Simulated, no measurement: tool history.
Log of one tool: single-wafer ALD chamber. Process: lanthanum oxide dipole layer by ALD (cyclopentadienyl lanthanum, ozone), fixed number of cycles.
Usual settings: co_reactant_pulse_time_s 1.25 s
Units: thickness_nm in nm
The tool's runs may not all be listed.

| run | hour | co_reactant_pulse_time_s | read-back reference wafer on the same gauge, thickness_nm | thickness_nm |
|---|---|---|---|---|
| 1 | 0 | 0.98 | 0.554 | 0.508 |
| 2 | 25.7 | 1.25 | 0.552 | 0.542 |
| 3 | 87.8 | 1.56 | 0.552 | 0.56 |
| 4 | 137.6 | 1.56 | 0.551 | 0.559 |
| 5 | 165.5 | 1.25 | 0.553 | 0.537 |
| 6 | 196.3 | 1.25 | 0.552 | 0.539 |
| 7 | 261.4 | 1.51 | 0.553 | 0.56 |
| 8 | 319.1 | 1.51 | 0.553 | 0.564 |
| 9 | 366.8 | 1.25 | 0.553 | 0.54 |
| 10 | 407.1 | 1.25 | 0.554 | 0.536 |
|  | 442.8 | ozone generator serviced |
| 11 | 448.8 | 1.25 | 0.553 | 0.54 |
| 12 | 487 | 1.25 | 0.553 | 0.54 |
|  | 503.5 | gauge calibrated |
| 13 | 517.6 | 1.44 | 0.553 | 0.556 |
|  | 557.2 | thermocouple changed; heater temperature recalibrated |
| 14 | 680 | 0.91 | 0.554 | 0.492 |
|  | 703.6 | showerhead replaced |
| 15 | 718.9 | 1.1 | 0.554 | 0.523 |
| 16 | 755.8 | 1.25 | 0.553 | 0.54 |
| 17 | 814.3 | 1.5 | 0.553 | 0.562 |
| 18 | 858.3 | 0.93 | 0.552 | 0.492 |
| 19 | 892.6 | 1.25 | 0.553 | 0.543 |
| 20 | 916.7 | 0.82 | 0.553 | 0.474 |
| 21 | 952.3 | 1.25 | 0.553 | 0.545 |
|  | 1009.5 | ozone generator serviced |
| 22 | 1037.4 | 0.95 | 0.553 | 0.502 |
| 23 | 1084.5 | 1.12 | 0.553 | 0.526 |
| 24 | 1134 | 1.59 | 0.552 | 0.566 |
| 25 | 1205.5 | 0.85 | 0.552 | 0.483 |
| 26 | 1295.7 | 0.9 | 0.552 | 0.491 |
| 27 | 1359.6 | 1.25 | 0.553 | 0.543 |
| 28 | 1396.1 | 1.48 | 0.553 | 0.561 |
| 29 | 1436.6 | 1.75 | 0.553 | 0.568 |
|  | 1484.2 | ozone generator serviced |
| 30 | 1497.1 | 0.94 | 0.554 | 0.502 |
| 31 | 1536.1 | 1.25 | 0.553 | 0.54 |
| 32 | 1747.5 | 1.06 | 0.553 | 0.519 |
| 33 | 1816.9 | 1.25 | 0.554 | 0.537 |

Forecast each of these 5 alternatives for the next run:
| A | 1817.3 | 1.63 | ? | ? |
| B | 1817.3 | 0.84 | ? | ? |
| C | 1817.3 | 0.99 | ? | ? |
| D | 1817.3 | 1.62 | ? | ? |
| E | 1817.3 | 1.4 | ? | ? |

| run | read-back reference wafer on the same gauge, thickness_nm | thickness_nm |
|---|---|---|
| A | 0.553 | 0.564 |
| B | 0.553 | 0.477 |
| C | 0.553 | 0.505 |
| D | 0.553 | 0.563 |
| E | 0.553 | 0.551 |
Without the tool's hidden state the same runs would have given:
| run | thickness_nm |
|---|---|
| A | 0.564 |
| B | 0.477 |
| C | 0.505 |
| D | 0.563 |
| E | 0.551 |
